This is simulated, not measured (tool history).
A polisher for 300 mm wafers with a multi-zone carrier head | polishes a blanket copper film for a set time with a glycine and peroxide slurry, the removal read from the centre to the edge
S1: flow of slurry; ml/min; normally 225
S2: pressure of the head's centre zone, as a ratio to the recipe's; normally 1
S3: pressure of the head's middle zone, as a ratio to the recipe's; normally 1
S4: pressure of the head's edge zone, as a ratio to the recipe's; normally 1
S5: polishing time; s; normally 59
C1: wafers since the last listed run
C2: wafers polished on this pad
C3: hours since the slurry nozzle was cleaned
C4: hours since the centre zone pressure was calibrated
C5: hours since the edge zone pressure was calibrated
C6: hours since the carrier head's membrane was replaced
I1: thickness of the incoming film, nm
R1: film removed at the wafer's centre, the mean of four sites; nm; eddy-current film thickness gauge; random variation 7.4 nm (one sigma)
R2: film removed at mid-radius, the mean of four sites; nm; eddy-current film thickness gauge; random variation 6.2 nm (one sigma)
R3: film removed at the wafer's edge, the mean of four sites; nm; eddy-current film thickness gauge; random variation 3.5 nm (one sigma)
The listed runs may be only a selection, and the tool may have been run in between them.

run    hour   S1    S2    S3   S4  S5    C1    C2     C3      C4     C5     C6      I1     R1     R2     R3
  1       0  225     1     1    1  59     0  3339  140.5   708.5   30.6  218.9  1375.4  458.6  448.6  477.4
        4.7  -- worn pad replaced by a new one
  2    66.5  225  1.03     1    1  59   614   607    207     775   97.1  285.4  1421.7    525  507.1  518.9
  3     153  185  1.09     1    1  59   849  1457  293.5   861.5  183.6  371.9  1370.8  531.2  490.5  505.4
  4   219.1  285     1  1.09    1  59   649  2107  359.6   927.6  249.7    438  1394.7  515.1  523.4  513.8
      269.3  -- worn pad replaced by a new one
  5   291.2  285     1  1.09    1  59   669   215  431.7   999.7  321.8  510.1  1410.9    527  559.8  529.1
  6   449.3  225     1     1    1  59  1553  1768  589.8  1157.8  479.9  668.2  1418.5  496.3  501.6  498.3
  7     539  225     1     1    1  59   881  2650  679.5  1247.5  569.6  757.9  1387.1  485.2  476.9  486.4
      572.3  -- centre zone pressure recalibrated
        623  -- worn pad replaced by a new one
  8     633  225     1     1    1  59   864    97  773.5    60.7  663.6  851.9  1403.3  522.7  500.8  515.4
  9   676.6  225     1     1    1  59   428   526  817.1   104.3  707.2  895.5  1402.7  509.8  492.7  514.1
        716  -- slurry nozzle cleaned
 10   717.5  185     1     1    1  59   392   918    1.5   145.2  748.1  936.4  1402.7  501.5    485  509.9
      737.7  -- carrier head's membrane replaced by a new one
      801.6  -- edge zone pressure recalibrated
 11   824.9  225     1  1.05    1  51   986  1904  108.9   252.6   23.3   87.2  1381.6  423.5  443.4  432.8
 12   908.7  225     1  0.89    1  53   823  2728  192.7   336.4  107.1    171  1401.8  419.4  389.5  434.1
      944.4  -- worn pad replaced by a new one
 13   971.3  225     1  1.07    1  59   575   264  255.3     399  169.7  233.6  1384.8  520.2  549.9  523.6
 14    1176  225     1     1    1  59  2011  2275    460   603.7  374.4  438.3  1397.7  488.7  494.2  496.7
     1224.3  -- worn pad replaced by a new one
 15    1235  295     1     1    1  59   540   105    519   662.7  433.4  497.3  1389.4  514.7  515.3  532.4
 16    1272  270     1     1    1  59   363   468    556   699.7  470.4  534.3  1380.7  524.9  521.7  523.3
 17  1314.6  225     1     1    1  59   418   887  598.6   742.3    513  576.9  1414.1  518.1  507.9  519.9
 18  1398.4  225     1     1    1  59   823  1710  682.4   826.1  596.8  660.7  1423.2  491.8  488.2  514.3
       1432  -- slurry nozzle cleaned
     1470.7  -- edge zone pressure recalibrated
 19  1482.2  225  1.05  1.05    1  59   793  2504   50.2   909.9   11.5  744.5  1374.8  517.2  503.7  491.8
       1541  -- carrier head's membrane replaced by a new one
 20  1541.5  225     1     1  0.9  59   533  3038  109.5   969.2   70.8    0.5  1393.9  474.3  462.4  466.1

Below, each run's measurement less what the same run would have read without the hidden state. Both values contain the same run-to-run variation, but the gauge's scatter may not be the same in both:
Unlogged tool condition in this case: removal rate lost through wear of the pad, %; slurry flow missing at the pad, %; deviation of the centre zone's pressure from its setpoint, %; deviation of the edge zone's pressure from its setpoint, %.
run     R1     R2     R3
  1  -47.1    -46    -49
  2   -2.7   -2.6   -2.7
  3    -10   -9.2   -9.5
  4  -19.3  -19.5  -19.2
  5   -6.3   -6.7   -6.3
  6  -18.1  -18.3  -18.2
  7  -33.6  -33.1  -33.7
  8   -6.6   -6.4   -6.6
  9   -7.5   -7.3   -7.6
 10   -9.8   -9.4   -9.9
 11  -18.8  -19.6  -19.2
 12  -32.7  -30.4  -33.9
 13   -0.3   -0.3   -0.2
 14    -20  -20.2  -20.4
 15   -1.8   -1.8   -1.8
 16   -2.6   -2.6   -2.6
 17   -4.9   -4.8   -4.8
 18  -12.9  -12.8  -13.5
 19  -28.4  -27.6    -27
 20  -39.5  -38.6  -38.9
